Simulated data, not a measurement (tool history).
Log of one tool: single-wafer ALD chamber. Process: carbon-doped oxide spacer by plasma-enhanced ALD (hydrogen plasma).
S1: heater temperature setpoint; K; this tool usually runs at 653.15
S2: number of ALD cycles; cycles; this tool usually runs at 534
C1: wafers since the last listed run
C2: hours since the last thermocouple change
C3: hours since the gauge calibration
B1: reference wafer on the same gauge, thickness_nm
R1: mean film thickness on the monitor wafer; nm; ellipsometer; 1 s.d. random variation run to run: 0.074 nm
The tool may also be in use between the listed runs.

Run 1, hour 0: usual settings; C1 0; C2 1002.7; C3 51; B1 30.442. Result: R1 29.845 nm.
Run 2, hour 11.3: usual settings; C1 7; C2 1014; C3 62.3; B1 30.428. Result: R1 29.81 nm.
Run 3, hour 24.6: usual settings; C1 9; C2 1027.3; C3 75.6; B1 30.48. Result: R1 30.032 nm.
Run 4, hour 38.7: usual settings; C1 9; C2 1041.4; C3 89.7; B1 30.491. Result: R1 29.869 nm.
Run 5, hour 45.4: usual settings but S2 573 cycles; C1 4; C2 1048.1; C3 96.4; B1 30.524. Result: R1 31.959 nm.
Run 6, hour 52.3: usual settings but S2 573 cycles; C1 4; C2 1055; C3 103.3; B1 30.532. Result: R1 32.038 nm.
Run 7, hour 62.2: usual settings; C1 6; C2 1064.9; C3 113.2; B1 30.54. Result: R1 29.874 nm.
Run 8, hour 76.8: usual settings; C1 10; C2 1079.5; C3 127.8; B1 30.562. Result: R1 30.032 nm.
Run 9, hour 90.3: usual settings; C1 9; C2 1093; C3 141.3; B1 30.545. Result: R1 29.957 nm.
Run 10, hour 100.2: usual settings; C1 6; C2 1102.9; C3 151.2; B1 30.562. Result: R1 29.951 nm.
Run 11, hour 111.4: usual settings; C1 7; C2 1114.1; C3 162.4; B1 30.541. Result: R1 30.002 nm.
Run 12, hour 122: usual settings; C1 7; C2 1124.7; C3 173; B1 30.559. Result: R1 29.888 nm.
Run 13, hour 137.4: usual settings; C1 10; C2 1140.1; C3 188.4; B1 30.564. Result: R1 30.017 nm.
Run 14, hour 144: usual settings but S2 573 cycles; C1 4; C2 1146.7; C3 195; B1 30.558. Result: R1 32.194 nm.
At hour 154.3: thermocouple changed; heater temperature recalibrated.
At hour 159.7: gauge calibrated.
Run 15, hour 160.6: usual settings but S1 642.15 K, S2 565 cycles; C1 6; C2 6.3; C3 0.9; B1 30.392. Result: R1 31.36 nm.
Run 16, hour 168.2: usual settings; C1 5; C2 13.9; C3 8.5; B1 30.377. Result: R1 29.706 nm.
Run 17, hour 183.9: usual settings but S1 665.15 K, S2 627 cycles; C1 11; C2 29.6; C3 24.2; B1 30.403. Result: R1 34.991 nm.
Run 18, hour 201.8: usual settings but S1 666.15 K, S2 604 cycles; C1 12; C2 47.5; C3 42.1; B1 30.472. Result: R1 33.63 nm.
Run 19, hour 230.9: usual settings; C1 20; C2 76.6; C3 71.2; B1 30.502. Result: R1 29.79 nm.
Run 20, hour 241.5: usual settings but S1 642.15 K, S2 565 cycles; C1 7; C2 87.2; C3 81.8; B1 30.52. Result: R1 31.621 nm.
Run 21, hour 254.5: usual settings but S2 454 cycles; C1 9; C2 100.2; C3 94.8; B1 30.536. Result: R1 25.354 nm.
Run 22, hour 271.8: usual settings but S1 658.15 K, S2 455 cycles; C1 12; C2 117.5; C3 112.1; B1 30.592. Result: R1 25.391 nm.
Run 23, hour 281.3: usual settings; C1 6; C2 127; C3 121.6; B1 30.537. Result: R1 29.844 nm.
Run 24, hour 296.1: usual settings but S1 659.15 K, S2 467 cycles; C1 10; C2 141.8; C3 136.4; B1 30.598. Result: R1 26.276 nm.
Run 25, hour 302.8: usual settings but S1 640.15 K, S2 481 cycles; C1 4; C2 148.5; C3 143.1; B1 30.57. Result: R1 27.087 nm.
Run 26, hour 314.2: usual settings but S1 659.15 K, S2 501 cycles; C1 8; C2 159.9; C3 154.5; B1 30.592. Result: R1 28.173 nm.

Predict each of these 4 candidate next runs independently; none follows another, all start after run 26:
Run A, hour 315.4: usual settings; C1 0; C2 161.1; C3 155.7; B1 ?. Result: R1 ?.
Run B, hour 315.4: usual settings but S1 642.15 K, S2 474 cycles; C1 0; C2 161.1; C3 155.7; B1 ?. Result: R1 ?.
Run C, hour 315.4: usual settings but S1 639.15 K; C1 0; C2 161.1; C3 155.7; B1 ?. Result: R1 ?.
Run D, hour 315.4: usual settings but S1 640.15 K, S2 570 cycles; C1 0; C2 161.1; C3 155.7; B1 ?. Result: R1 ?.

run      B1      R1
  A  30.591  29.856
  B  30.591  26.501
  C  30.591  29.856
  D  30.591  31.869
Without the tool's unlogged condition, the same runs would have read:
run      R1
  A  29.577
  B  26.254
  C  29.577
  D  31.571
